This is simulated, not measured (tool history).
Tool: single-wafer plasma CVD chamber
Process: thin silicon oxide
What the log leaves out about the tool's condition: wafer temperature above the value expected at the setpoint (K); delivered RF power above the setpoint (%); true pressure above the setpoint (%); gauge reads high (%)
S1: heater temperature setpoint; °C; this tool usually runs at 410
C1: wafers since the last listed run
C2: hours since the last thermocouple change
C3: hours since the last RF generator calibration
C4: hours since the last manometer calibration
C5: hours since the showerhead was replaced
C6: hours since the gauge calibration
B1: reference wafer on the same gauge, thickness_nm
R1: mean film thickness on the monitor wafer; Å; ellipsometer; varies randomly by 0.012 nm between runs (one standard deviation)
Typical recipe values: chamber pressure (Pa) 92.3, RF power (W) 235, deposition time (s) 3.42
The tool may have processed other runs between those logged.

run 1 hour=0 | S1=410 chamber_pressure_(Pa)=92.3 RF_power_(W)=235 deposition_time_(s)=3.42 | C1=0 C2=1966.6 C3=930.2 C4=2146 C5=2681.5 C6=983.6 | B1=5.518 | R1=49.89
run 2 hour=70.7 | S1=410 chamber_pressure_(Pa)=92.3 RF_power_(W)=235 deposition_time_(s)=3.42 | C1=3127 C2=2037.3 C3=1000.9 C4=2216.7 C5=2752.2 C6=1054.3 | B1=5.518 | R1=49.71
run 3 hour=115.7 | S1=410 chamber_pressure_(Pa)=92.3 RF_power_(W)=235 deposition_time_(s)=3.42 | C1=1990 C2=2082.3 C3=1045.9 C4=2261.7 C5=2797.2 C6=1099.3 | B1=5.519 | R1=49.78
-- hour=202.5 RF generator calibrated
run 4 hour=203 | S1=410 chamber_pressure_(Pa)=92.3 RF_power_(W)=235 deposition_time_(s)=3.42 | C1=3508 C2=2169.6 C3=0.5 C4=2349 C5=2884.5 C6=1186.6 | B1=5.523 | R1=49.79
run 5 hour=267 | S1=410 chamber_pressure_(Pa)=92.3 RF_power_(W)=235 deposition_time_(s)=3.42 | C1=2831 C2=2233.6 C3=64.5 C4=2413 C5=2948.5 C6=1250.6 | B1=5.523 | R1=49.64
run 6 hour=373.4 | S1=410 chamber_pressure_(Pa)=92.3 RF_power_(W)=235 deposition_time_(s)=3.17 | C1=4707 C2=2340 C3=170.9 C4=2519.4 C5=3054.9 C6=1357 | B1=5.517 | R1=45.95
run 7 hour=472.4 | S1=401 chamber_pressure_(Pa)=92.3 RF_power_(W)=235 deposition_time_(s)=3.42 | C1=4379 C2=2439 C3=269.9 C4=2618.4 C5=3153.9 C6=1456 | B1=5.52 | R1=49.48
run 8 hour=572 | S1=401 chamber_pressure_(Pa)=92.3 RF_power_(W)=235 deposition_time_(s)=3.42 | C1=4406 C2=2538.6 C3=369.5 C4=2718 C5=3253.5 C6=1555.6 | B1=5.518 | R1=49.62
run 9 hour=709.4 | S1=410 chamber_pressure_(Pa)=92.3 RF_power_(W)=235 deposition_time_(s)=3.42 | C1=6078 C2=2676 C3=506.9 C4=2855.4 C5=3390.9 C6=1693 | B1=5.52 | R1=49.31
run 10 hour=768.4 | S1=410 chamber_pressure_(Pa)=92.3 RF_power_(W)=235 deposition_time_(s)=3.42 | C1=2610 C2=2735 C3=565.9 C4=2914.4 C5=3449.9 C6=1752 | B1=5.52 | R1=49.24
-- hour=792.3 capacitance manometer re-zeroed and calibrated
-- hour=859.1 gauge calibrated
run 11 hour=863.3 | S1=403 chamber_pressure_(Pa)=105.6 RF_power_(W)=280 deposition_time_(s)=3.42 | C1=3844 C2=2829.9 C3=660.8 C4=71 C5=3544.8 C6=4.2 | B1=5.519 | R1=58.86
-- hour=936.8 thermocouple changed; heater temperature recalibrated
run 12 hour=970.7 | S1=410 chamber_pressure_(Pa)=92.3 RF_power_(W)=205 deposition_time_(s)=2.78 | C1=4397 C2=33.9 C3=768.2 C4=178.4 C5=3652.2 C6=111.6 | B1=5.523 | R1=37.16
-- hour=1017.8 showerhead replaced
run 13 hour=1018.3 | S1=410 chamber_pressure_(Pa)=92.3 RF_power_(W)=235 deposition_time_(s)=3.42 | C1=1751 C2=81.5 C3=815.8 C4=226 C5=0.5 C6=159.2 | B1=5.523 | R1=48.22
-- hour=1085.7 capacitance manometer re-zeroed and calibrated, repeated, since the last time left the tool worse
run 14 hour=1110 | S1=400 chamber_pressure_(Pa)=92.3 RF_power_(W)=200 deposition_time_(s)=3.42 | C1=3703 C2=173.2 C3=907.5 C4=24.3 C5=92.2 C6=250.9 | B1=5.522 | R1=47.48
run 15 hour=1176.8 | S1=410 chamber_pressure_(Pa)=73.2 RF_power_(W)=270 deposition_time_(s)=3.42 | C1=2955 C2=240 C3=974.3 C4=91.1 C5=159 C6=317.7 | B1=5.519 | R1=43.64
run 16 hour=1243.9 | S1=404 chamber_pressure_(Pa)=84.9 RF_power_(W)=235 deposition_time_(s)=3.61 | C1=2968 C2=307.1 C3=1041.4 C4=158.2 C5=226.1 C6=384.8 | B1=5.517 | R1=49.72
-- hour=1276.6 RF generator calibrated
run 17 hour=1324 | S1=410 chamber_pressure_(Pa)=92.3 RF_power_(W)=235 deposition_time_(s)=3.42 | C1=3189 C2=387.2 C3=47.4 C4=238.3 C5=306.2 C6=464.9 | B1=5.518 | R1=50.8
run 18 hour=1362.8 | S1=410 chamber_pressure_(Pa)=103.2 RF_power_(W)=280 deposition_time_(s)=3.67 | C1=1716 C2=426 C3=86.2 C4=277.1 C5=345 C6=503.7 | B1=5.519 | R1=64.65
run 19 hour=1417.5 | S1=399 chamber_pressure_(Pa)=101.9 RF_power_(W)=200 deposition_time_(s)=3.11 | C1=2420 C2=480.7 C3=140.9 C4=331.8 C5=399.7 C6=558.4 | B1=5.517 | R1=47.36
run 20 hour=1514.8 | S1=410 chamber_pressure_(Pa)=92.3 RF_power_(W)=235 deposition_time_(s)=3.42 | C1=4304 C2=578 C3=238.2 C4=429.1 C5=497 C6=655.7 | B1=5.521 | R1=50.7
run 21 hour=1620.7 | S1=422 chamber_pressure_(Pa)=83.1 RF_power_(W)=235 deposition_time_(s)=3.42 | C1=4685 C2=683.9 C3=344.1 C4=535 C5=602.9 C6=761.6 | B1=5.518 | R1=45.8

Branching from run 21: 4 alternative next runs. What would each branch give?
run A hour=1621.1 | S1=410 chamber_pressure_(Pa)=92.3 RF_power_(W)=235 deposition_time_(s)=3.42 | C1=17 C2=684.3 C3=344.5 C4=535.4 C5=603.3 C6=762 | B1=? | R1=?
run B hour=1621.1 | S1=418 chamber_pressure_(Pa)=106.3 RF_power_(W)=235 deposition_time_(s)=2.98 | C1=17 C2=684.3 C3=344.5 C4=535.4 C5=603.3 C6=762 | B1=? | R1=?
run C hour=1621.1 | S1=417 chamber_pressure_(Pa)=92.3 RF_power_(W)=235 deposition_time_(s)=3.63 | C1=17 C2=684.3 C3=344.5 C4=535.4 C5=603.3 C6=762 | B1=? | R1=?
run D hour=1621.1 | S1=410 chamber_pressure_(Pa)=77.6 RF_power_(W)=235 deposition_time_(s)=3.42 | C1=17 C2=684.3 C3=344.5 C4=535.4 C5=603.3 C6=762 | B1=? | R1=?

run=A B1=5.52 R1=50.53
run=B B1=5.52 R1=49.54
run=C B1=5.52 R1=53.42
run=D B1=5.52 R1=43.21
The same runs, with their run-to-run variation unchanged, on a tool lacking any hidden condition would have given:
run=A R1=50.44
run=B R1=49.45
run=C R1=53.32
run=D R1=43.12
